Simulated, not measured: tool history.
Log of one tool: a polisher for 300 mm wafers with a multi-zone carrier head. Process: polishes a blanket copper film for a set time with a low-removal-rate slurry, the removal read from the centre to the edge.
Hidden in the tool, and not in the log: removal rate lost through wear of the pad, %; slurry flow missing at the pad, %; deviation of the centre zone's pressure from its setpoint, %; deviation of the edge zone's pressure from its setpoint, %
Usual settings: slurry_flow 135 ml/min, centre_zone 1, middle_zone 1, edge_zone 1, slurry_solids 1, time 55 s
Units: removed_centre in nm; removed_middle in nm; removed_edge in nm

run,hour,slurry_flow,centre_zone,middle_zone,edge_zone,slurry_solids,time,wafers since the last listed run,wafers polished on this pad,hours since the slurry nozzle was cleaned,hours since the centre zone pressure was calibrated,hours since the edge zone pressure was calibrated,hours since the carrier head's membrane was replaced,"incoming thickness of the incoming film, nm",removed_centre,removed_middle,removed_edge
1,0,155,0.95,1,1,1,55,0,824,394.8,1049.6,1491.9,378.3,1154.6,142.7,151.8,151.5
# hour 14.3: edge zone pressure recalibrated
2,42.5,135,1,1,1,1,55,485,1310,437.3,1092.1,28.2,420.8,1162.9,143.8,146.2,146.7
# hour 49.6: slurry nozzle cleaned
# hour 52.4: centre zone pressure recalibrated
3,106.3,135,0.88,1,0.9,1.1,55,729,2039,56.7,53.9,92,484.6,1145.2,141.1,154.8,147.3
4,157.1,95,1,1.07,1,1,47,609,2649,107.5,104.7,142.8,535.4,1168.2,111.9,121.5,118.8
5,228.3,160,1,1,1,1,55,854,3503,178.7,175.9,214,606.6,1147.5,155.4,156.3,153.6
6,259.7,135,0.91,1,1,1,55,376,3880,210.1,207.3,245.4,638,1141.9,138.1,144.2,149.3
7,284.8,135,1.07,1.12,0.91,1,55,301,4181,235.2,232.4,270.5,663.1,1176.9,155,161.4,143
8,320.7,135,1,1,1,0.9,55,430,4611,271.1,268.3,306.4,699,1146.4,141.5,142.4,144
9,353.5,135,0.91,0.95,0.92,1,62,393,5005,303.9,301.1,339.2,731.8,1152.4,153.1,156.5,159.6
# hour 379.5: worn pad replaced by a new one
10,413.2,135,1,0.96,1,1,39,668,403,363.6,360.8,398.9,791.5,1156.7,102.5,99.9,104.7
# hour 414.8: slurry nozzle cleaned
11,462.3,135,1,1,1,1,55,577,980,47.5,409.9,448,840.6,1166.6,150.2,151.2,152.9
12,518,135,1,1.03,1,1,61,668,1648,103.2,465.6,503.7,896.3,1175.2,164.1,169.9,165.2
13,565.3,135,1,1,1,1,55,567,2216,150.5,512.9,551,943.6,1159.5,147.3,147.7,150.2
# hour 593.1: carrier head's membrane replaced by a new one
14,627.3,135,1.05,1,0.89,1,55,683,2900,212.5,574.9,613,34.2,1157.7,152.7,146.3,140.7
15,675.3,135,1.07,1.12,0.91,1,55,575,3475,260.5,622.9,661,82.2,1153.2,155.9,161.1,142.6
16,727.9,135,1,1,1.09,1.1,55,631,4106,313.1,675.5,713.6,134.8,1155.3,148.5,148.6,158
17,766.9,135,1,1,1.04,1,55,467,4574,352.1,714.5,752.6,173.8,1151.6,143.5,141.7,151
18,796.7,135,1,1,1,1.25,55,357,4932,381.9,744.3,782.4,203.6,1173.3,153.4,155.9,153.9
# hour 810.3: worn pad replaced by a new one
# hour 840.1: slurry nozzle cleaned
19,864.8,135,1,1,1,1,55,756,641,24.7,812.4,850.5,271.7,1183,149.4,147.6,149
20,922.3,135,1,1,0.92,1,55,689,1331,82.2,869.9,908,329.2,1170.7,148,149.1,145

5 ways to go on from here, each from the tool as it stands after run 20. What would each give?
A,922.7,135,1,1,1,1,55,4,1336,82.6,870.3,908.4,329.6,1153.2,?,?,?
B,922.7,175,1.09,1,1,0.9,73,4,1336,82.6,870.3,908.4,329.6,1153.2,?,?,?
C,922.7,135,1.09,1.09,0.97,1.3,55,4,1336,82.6,870.3,908.4,329.6,1153.2,?,?,?
D,922.7,100,1,0.95,1,1,55,4,1336,82.6,870.3,908.4,329.6,1153.2,?,?,?
E,922.7,135,1,1,1.1,0.75,36,4,1336,82.6,870.3,908.4,329.6,1153.2,?,?,?

run,removed_centre,removed_middle,removed_edge
A,150.7,149.3,150.9
B,221.9,204.1,203.1
C,171.8,171.3,158.3
D,136,130.9,142.1
E,91.9,91.1,96.5
Without the tool's hidden state the same runs would have given:
run,removed_centre,removed_middle,removed_edge
A,153.2,151.5,152.4
B,224.6,206.4,204.7
C,174.7,173.7,159.9
D,139.1,133.5,143.9
E,93.4,92.4,97.4
